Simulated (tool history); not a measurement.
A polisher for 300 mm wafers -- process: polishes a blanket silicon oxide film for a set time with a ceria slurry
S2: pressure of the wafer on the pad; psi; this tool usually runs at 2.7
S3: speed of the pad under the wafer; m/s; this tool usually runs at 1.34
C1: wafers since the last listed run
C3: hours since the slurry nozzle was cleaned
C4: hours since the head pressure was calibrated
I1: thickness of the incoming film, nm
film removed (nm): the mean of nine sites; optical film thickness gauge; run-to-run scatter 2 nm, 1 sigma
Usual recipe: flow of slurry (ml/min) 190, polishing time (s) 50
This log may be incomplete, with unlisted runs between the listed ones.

Run 1, hour 0.0: usual settings; C1 0; wafers polished on this pad 149; C3 140.2; C4 1344.2; I1 1803.5. Result: film removed (nm) 227.7.
Run 2, hour 19.1: usual settings; C1 279; wafers polished on this pad 429; C3 159.3; C4 1363.3; I1 1820.0. Result: film removed (nm) 231.8.
Run 3, hour 25.4: usual settings; C1 92; wafers polished on this pad 521; C3 165.6; C4 1369.6; I1 1808.4. Result: film removed (nm) 229.2.
Run 4, hour 40.9: usual settings but flow of slurry (ml/min) 145; C1 227; wafers polished on this pad 749; C3 181.1; C4 1385.1; I1 1778.8. Result: film removed (nm) 217.9.
Run 5, hour 49.7: usual settings but flow of slurry (ml/min) 145; C1 128; wafers polished on this pad 878; C3 189.9; C4 1393.9; I1 1799.2. Result: film removed (nm) 218.7.
At hour 57.9: slurry nozzle cleaned.
Run 6, hour 58.4: usual settings but flow of slurry (ml/min) 145; C1 112; wafers polished on this pad 990; C3 0.5; C4 1402.6; I1 1810.9. Result: film removed (nm) 218.3.
Run 7, hour 66.4: usual settings but S3 1.44 m/s; C1 117; wafers polished on this pad 1108; C3 8.5; C4 1410.6; I1 1821.7. Result: film removed (nm) 237.3.
Run 8, hour 80.0: usual settings but S3 1.44 m/s; C1 199; wafers polished on this pad 1307; C3 22.1; C4 1424.2; I1 1794.1. Result: film removed (nm) 237.1.
Run 9, hour 88.1: usual settings but S3 1.44 m/s; C1 118; wafers polished on this pad 1426; C3 30.2; C4 1432.3; I1 1793.4. Result: film removed (nm) 234.2.
At hour 92.4: worn pad replaced by a new one.
At hour 104.8: head pressure recalibrated.
Run 10, hour 105.1: usual settings but S2 3.2 psi; C1 161; wafers polished on this pad 156; C3 47.2; C4 0.3; I1 1813.6. Result: film removed (nm) 313.0.
Run 11, hour 117.9: usual settings but S2 3.2 psi; C1 187; wafers polished on this pad 344; C3 60.0; C4 13.1; I1 1805.1. Result: film removed (nm) 310.0.
Run 12, hour 133.1: usual settings; C1 222; wafers polished on this pad 567; C3 75.2; C4 28.3; I1 1795.1. Result: film removed (nm) 261.4.
Run 13, hour 140.0: usual settings; C1 101; wafers polished on this pad 668; C3 82.1; C4 35.2; I1 1769.0. Result: film removed (nm) 259.9.
Run 14, hour 157.4: usual settings; C1 255; wafers polished on this pad 923; C3 99.5; C4 52.6; I1 1788.9. Result: film removed (nm) 260.6.
Run 15, hour 172.0: usual settings but flow of slurry (ml/min) 235, polishing time (s) 34; C1 213; wafers polished on this pad 1137; C3 114.1; C4 67.2; I1 1802.8. Result: film removed (nm) 182.4.
Run 16, hour 179.0: usual settings; C1 102; wafers polished on this pad 1239; C3 121.1; C4 74.2; I1 1803.5. Result: film removed (nm) 262.8.
At hour 196.6: worn pad replaced by a new one.
Run 17, hour 197.1: usual settings; C1 206; wafers polished on this pad 7; C3 139.2; C4 92.3; I1 1818.5. Result: film removed (nm) 258.4.
Run 18, hour 206.9: usual settings but flow of slurry (ml/min) 235, S2 3.3 psi, S3 1.68 m/s, polishing time (s) 58; C1 143; wafers polished on this pad 151; C3 149.0; C4 102.1; I1 1784.2. Result: film removed (nm) 442.3.
Run 19, hour 240.9: usual settings but flow of slurry (ml/min) 255, S3 0.94 m/s; C1 498; wafers polished on this pad 649; C3 183.0; C4 136.1; I1 1821.4. Result: film removed (nm) 223.2.
At hour 247.8: slurry nozzle cleaned.
Run 20, hour 251.4: usual settings; C1 139; wafers polished on this pad 789; C3 3.6; C4 146.6; I1 1772.6. Result: film removed (nm) 260.1.
Run 21, hour 269.3: usual settings but S2 1.8 psi, S3 1.54 m/s; C1 262; wafers polished on this pad 1051; C3 21.5; C4 164.5; I1 1804.1. Result: film removed (nm) 188.0.
Run 22, hour 284.0: usual settings but S2 3.0 psi, S3 1.18 m/s, polishing time (s) 45; C1 215; wafers polished on this pad 1266; C3 36.2; C4 179.2; I1 1806.9. Result: film removed (nm) 243.5.
Run 23, hour 293.8: usual settings but polishing time (s) 63; C1 143; wafers polished on this pad 1410; C3 46.0; C4 189.0; I1 1789.3. Result: film removed (nm) 325.8.
Run 24, hour 303.8: usual settings but flow of slurry (ml/min) 220, S2 3.6 psi, S3 1.18 m/s; C1 146; wafers polished on this pad 1557; C3 56.0; C4 199.0; I1 1803.0. Result: film removed (nm) 323.8.
Run 25, hour 319.2: usual settings but S3 0.90 m/s; C1 225; wafers polished on this pad 1782; C3 71.4; C4 214.4; I1 1815.9. Result: film removed (nm) 209.7.
At hour 325.7: worn pad replaced by a new one.
Run 26, hour 335.2: usual settings; C1 175; wafers polished on this pad 139; C3 87.4; C4 230.4; I1 1799.5. Result: film removed (nm) 260.9.
Run 27, hour 342.0: usual settings but flow of slurry (ml/min) 165; C1 99; wafers polished on this pad 239; C3 94.2; C4 237.2; I1 1813.9. Result: film removed (nm) 257.7.
Run 28, hour 357.8: usual settings but flow of slurry (ml/min) 215, S2 3.4 psi; C1 231; wafers polished on this pad 470; C3 110.0; C4 253.0; I1 1823.3. Result: film removed (nm) 330.3.
Run 29, hour 374.4: usual settings but flow of slurry (ml/min) 215, S2 1.9 psi, S3 0.94 m/s; C1 243; wafers polished on this pad 713; C3 126.6; C4 269.6; I1 1834.9. Result: film removed (nm) 153.5.
Run 30, hour 391.3: usual settings but S2 3.4 psi; C1 247; wafers polished on this pad 961; C3 143.5; C4 286.5; I1 1784.4. Result: film removed (nm) 325.2.
Run 31, hour 407.7: usual settings but S3 1.22 m/s; C1 240; wafers polished on this pad 1201; C3 159.9; C4 302.9; I1 1795.1. Result: film removed (nm) 243.0.
Run 32, hour 420.0: usual settings; C1 180; wafers polished on this pad 1382; C3 172.2; C4 315.2; I1 1808.0. Result: film removed (nm) 255.9.
Run 33, hour 430.0: usual settings but flow of slurry (ml/min) 155; C1 146; wafers polished on this pad 1528; C3 182.2; C4 325.2; I1 1804.2. Result: film removed (nm) 248.2.
At hour 435.4: slurry nozzle cleaned.
Run 34, hour 437.7: usual settings but S3 0.98 m/s; C1 98; wafers polished on this pad 1627; C3 2.3; C4 332.9; I1 1798.0. Result: film removed (nm) 215.6.
Run 35, hour 448.0: usual settings but polishing time (s) 45; C1 150; wafers polished on this pad 1777; C3 12.6; C4 343.2; I1 1817.5. Result: film removed (nm) 231.5.
At hour 456.7: worn pad replaced by a new one.
Run 36, hour 457.2: usual settings but flow of slurry (ml/min) 240, S2 2.4 psi; C1 76; wafers polished on this pad 7; C3 21.8; C4 352.4; I1 1779.0. Result: film removed (nm) 233.0.
Run 37, hour 472.7: usual settings but flow of slurry (ml/min) 130, S2 1.9 psi, S3 1.08 m/s, polishing time (s) 32; C1 227; wafers polished on this pad 234; C3 37.3; C4 367.9; I1 1802.1. Result: film removed (nm) 95.6.

Branching from run 37: 4 alternative next runs. What would each branch give?
Run A, hour 473.1: usual settings; C1 5; wafers polished on this pad 240; C3 37.7; C4 368.3; I1 1800.5. Result: film removed (nm) ?.
Run B, hour 473.1: usual settings but S2 2.4 psi, polishing time (s) 41; C1 5; wafers polished on this pad 240; C3 37.7; C4 368.3; I1 1800.5. Result: film removed (nm) ?.
Run C, hour 473.1: usual settings but flow of slurry (ml/min) 150, S3 1.48 m/s; C1 5; wafers polished on this pad 240; C3 37.7; C4 368.3; I1 1800.5. Result: film removed (nm) ?.
Run D, hour 473.1: usual settings but flow of slurry (ml/min) 140, S2 3.2 psi; C1 5; wafers polished on this pad 240; C3 37.7; C4 368.3; I1 1800.5. Result: film removed (nm) ?.

run  film removed (nm)
  A              258.2
  B              188.2
  C              265.9
  D              293.6
Stripped of hidden state, with their random variation kept, the same runs would have yielded:
run  film removed (nm)
  A              265.1
  B              193.3
  C              273.1
  D              301.6

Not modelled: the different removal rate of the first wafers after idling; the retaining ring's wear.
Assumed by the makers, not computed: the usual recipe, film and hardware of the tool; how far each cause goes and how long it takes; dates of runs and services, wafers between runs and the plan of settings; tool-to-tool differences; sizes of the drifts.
